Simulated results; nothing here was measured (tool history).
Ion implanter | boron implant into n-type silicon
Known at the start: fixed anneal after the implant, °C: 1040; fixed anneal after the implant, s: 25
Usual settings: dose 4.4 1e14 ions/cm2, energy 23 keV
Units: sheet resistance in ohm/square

run     day  dose  energy  read-back reference wafer on the same gauge, sheet resistance  sheet resistance
  1       0   4.4      23                                                         204.11            238.79
  2   2.367   4.4      23                                                         203.95            239.96
  3   4.821   4.4      23                                                         203.86            239.44
  4   7.738   4.4      29                                                         204.04            233.89
  5   9.546   4.4      23                                                         203.81            239.92
  6  12.475   4.4      23                                                         204.25             239.2
  7  14.046   4.4      23                                                         203.93            240.08
  8  15.138  3.74    25.5                                                         203.95            274.43
  9  17.358  3.74    25.5                                                         203.94            276.12
 10  19.029  3.74    25.5                                                         204.06            276.59
     20.912  -- Faraday cup replaced and dose calibrated
 11  20.933   4.4      23                                                         204.14             232.5
 12  23.383   4.4      23                                                         204.02            232.24
 13   26.05   4.4      23                                                         203.88            231.85
 14  27.333   4.4      23                                                         203.96            231.61
 15  29.121  3.74    25.5                                                         204.02            260.75
      29.15  -- gauge calibrated
     29.571  -- extraction supply calibrated
 16  30.892  5.71    16.5                                                         203.73             194.1
 17  32.192  4.82      23                                                            204            215.62
 18  33.925  3.32      30                                                         203.92            284.89
 19  35.788   5.4    28.5                                                         203.97            191.66
 20  37.825  4.81      21                                                          204.2            217.29
 21  40.425  3.53    15.5                                                         204.04            292.25
 22  43.321  3.53    15.5                                                         203.88            290.51
 23  46.229   4.4      23                                                         204.14             236.4
 24  48.458  4.91      27                                                         203.94            209.82
 25  49.754  5.31    16.5                                                            204            208.18
 26  50.983  5.25    28.5                                                          203.9            198.05
 27  52.042  3.38      23                                                         204.12            293.02
 28  53.454  5.51      18                                                         203.92            201.34
 29  56.254  3.87      18                                                         203.93            270.41

Hidden state or all else? Some run-to-run changes of sheet resistance, split into what the settings, what came in and random variation would give without the hidden state, and what is left for the hidden state (with any gauge scatter that isn't in both results):
The hidden state here: deviation of the true dose from the Faraday cup's reading, %; deviation of the true energy from its setpoint, %; gauge reads high (%).
Run 10 -> 11: dose 3.74 -> 4.4, energy 25.5 -> 23, Faraday cup replaced and dose calibrated. sheet resistance -44.09 ohm/square: hidden state -13.78, all else -30.31.
Run 18 -> 19: dose 3.32 -> 5.4, energy 30 -> 28.5. sheet resistance -93.23 ohm/square: hidden state +0, all else -93.23.
Run 26 -> 27: dose 5.25 -> 3.38, energy 28.5 -> 23. sheet resistance +94.97 ohm/square: hidden state +1.61, all else +93.36.
Run 28 -> 29: dose 5.51 -> 3.87. sheet resistance +69.07 ohm/square: hidden state +1.9, all else +67.17.
